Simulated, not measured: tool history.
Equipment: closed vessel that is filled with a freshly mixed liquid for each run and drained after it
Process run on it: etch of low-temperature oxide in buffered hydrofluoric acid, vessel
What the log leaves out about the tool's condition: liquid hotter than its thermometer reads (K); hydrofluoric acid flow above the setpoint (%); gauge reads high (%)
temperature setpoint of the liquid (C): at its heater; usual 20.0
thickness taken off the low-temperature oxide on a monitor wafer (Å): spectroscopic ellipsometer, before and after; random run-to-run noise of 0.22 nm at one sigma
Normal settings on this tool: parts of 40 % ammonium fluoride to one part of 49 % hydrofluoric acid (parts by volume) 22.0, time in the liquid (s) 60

run	hour	temperature setpoint of the liquid (C)	parts of 40 % ammonium fluoride to one part of 49 % hydrofluoric acid (parts by volume)	time in the liquid (s)	wafers since the last listed run	hours since the thermometer was replaced	hours since the hydrofluoric acid flow meter was replaced	hours since the gauge calibration	read-back film thickness of the low-temperature oxide reference wafer, read on the same gauge (nm)	thickness taken off the low-temperature oxide on a monitor wafer (Å)
1	0.0	20.0	22.0	60	0	2432.6	2096.0	157.6	129.99	1428.6
# hour 5.4: gauge calibrated
2	6.9	18.0	22.0	85	764	2439.5	2102.9	1.5	129.98	1800.7
3	20.4	18.0	22.0	85	1496	2453.0	2116.4	15.0	129.97	1804.7
4	36.8	20.0	22.0	60	1817	2469.4	2132.8	31.4	129.97	1431.5
5	45.2	20.0	22.0	60	931	2477.8	2141.2	39.8	130.06	1433.4
6	61.6	20.0	22.0	60	1817	2494.2	2157.6	56.2	130.03	1435.2
7	78.1	20.0	22.0	60	1829	2510.7	2174.1	72.7	129.97	1438.0
8	104.1	20.0	22.0	60	2882	2536.7	2200.1	98.7	129.97	1438.6
# hour 120.2: thermometer replaced
9	121.1	18.5	18.5	35	1773	0.9	2217.1	115.7	129.97	786.8
10	129.2	23.0	22.0	60	897	9.0	2225.2	123.8	130.02	1459.4
# hour 140.2: gauge calibrated
11	147.0	21.5	27.5	85	1973	26.8	2243.0	6.8	130.01	1629.3
12	160.8	18.0	29.0	90	1529	40.6	2256.8	20.6	129.98	1366.9
# hour 172.1: hydrofluoric acid flow meter replaced
13	174.4	25.0	26.0	80	1396	54.2	2.3	34.2	130.05	1826.7
14	186.7	18.0	29.0	90	1363	66.5	14.6	46.5	130.01	1289.4
15	198.2	20.0	22.0	60	1274	78.0	26.1	58.0	130.02	1164.7
16	208.0	22.5	16.0	60	1086	87.8	35.9	67.8	130.01	1793.0
17	223.7	22.0	28.5	40	1740	103.5	51.6	83.5	129.99	726.5

How would selected steps in thickness taken off the low-temperature oxide on a monitor wafer (Å) from run to run divide? Give the signed amount a tool lacking its hidden state would still show from settings, what came in and random variation, and the signed amount left for the hidden state, including any gauge scatter that is not in both of the compared results.
Run 8 -> 9: temperature setpoint of the liquid (C) 20.0 -> 18.5, parts of 40 % ammonium fluoride to one part of 49 % hydrofluoric acid (parts by volume) 22.0 -> 18.5, time in the liquid (s) 60 -> 35, thermometer replaced. thickness taken off the low-temperature oxide on a monitor wafer (Å) -651.8: hidden state -226.4, all else -425.4.
Run 16 -> 17: temperature setpoint of the liquid (C) 22.5 -> 22.0, parts of 40 % ammonium fluoride to one part of 49 % hydrofluoric acid (parts by volume) 16.0 -> 28.5, time in the liquid (s) 60 -> 40. thickness taken off the low-temperature oxide on a monitor wafer (Å) -1066.5: hidden state -51.4, all else -1015.1.

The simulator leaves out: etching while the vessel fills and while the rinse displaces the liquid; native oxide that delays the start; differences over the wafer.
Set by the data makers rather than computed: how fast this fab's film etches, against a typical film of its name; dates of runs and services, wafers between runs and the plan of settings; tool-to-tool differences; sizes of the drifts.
